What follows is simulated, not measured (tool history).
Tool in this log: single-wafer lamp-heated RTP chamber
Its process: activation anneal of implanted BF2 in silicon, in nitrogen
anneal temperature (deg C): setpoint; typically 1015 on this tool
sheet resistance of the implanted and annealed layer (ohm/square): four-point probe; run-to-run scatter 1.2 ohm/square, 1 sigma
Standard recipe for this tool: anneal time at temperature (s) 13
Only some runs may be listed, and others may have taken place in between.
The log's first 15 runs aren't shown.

run   hour  anneal temperature (deg C)  anneal time at temperature (s)  read-back reference wafer on the same gauge, sheet resistance  sheet resistance of the implanted and annealed layer (ohm/square)
 16  168.7                        1030                              18                                                         295.24                                                             245.55
 17  185.7                        1015                              13                                                         296.04                                                             267.94
 18  196.0                        1000                               7                                                         296.55                                                             298.23
     204.0  -- reflector plate cleaned
 19  206.6                        1005                               6                                                         296.25                                                             296.20
 20  220.3                        1029                              19                                                         296.34                                                             247.25
 21  230.6                        1015                              13                                                         296.12                                                             265.41
 22  238.0                        1015                              13                                                         295.70                                                             266.69
 23  246.6                        1032                              21                                                         295.69                                                             241.05
 24  259.4                        1015                              20                                                         296.30                                                             257.27
 25  269.3                        1015                              19                                                         295.67                                                             259.48
 26  275.9                        1006                               8                                                         295.92                                                             287.53
 27  283.3                        1015                              13                                                         295.59                                                             267.47
 28  291.8                        1034                              13                                                         295.55                                                             248.08
 29  309.7                        1002                              10                                                         295.54                                                             283.68
 30  324.3                        1015                              13                                                         295.91                                                             265.69
 31  338.7                        1025                               6                                                         295.89                                                             274.35

3 ways to go on from here, each from the tool as it stands after run 31. What would each give?
  A  339.1                        1006                              13                                                              ?                                                                  ?
  B  339.1                        1033                              15                                                              ?                                                                  ?
  C  339.1                         991                              20                                                              ?                                                                  ?

run  read-back reference wafer on the same gauge, sheet resistance  sheet resistance of the implanted and annealed layer (ohm/square)
  A                                                         295.92                                                             272.25
  B                                                         295.92                                                             245.70
  C                                                         295.92                                                             277.04
What these runs would have given with no unlogged condition in the tool:
run  sheet resistance of the implanted and annealed layer (ohm/square)
  A                                                             274.76
  B                                                             247.91
  C                                                             280.38
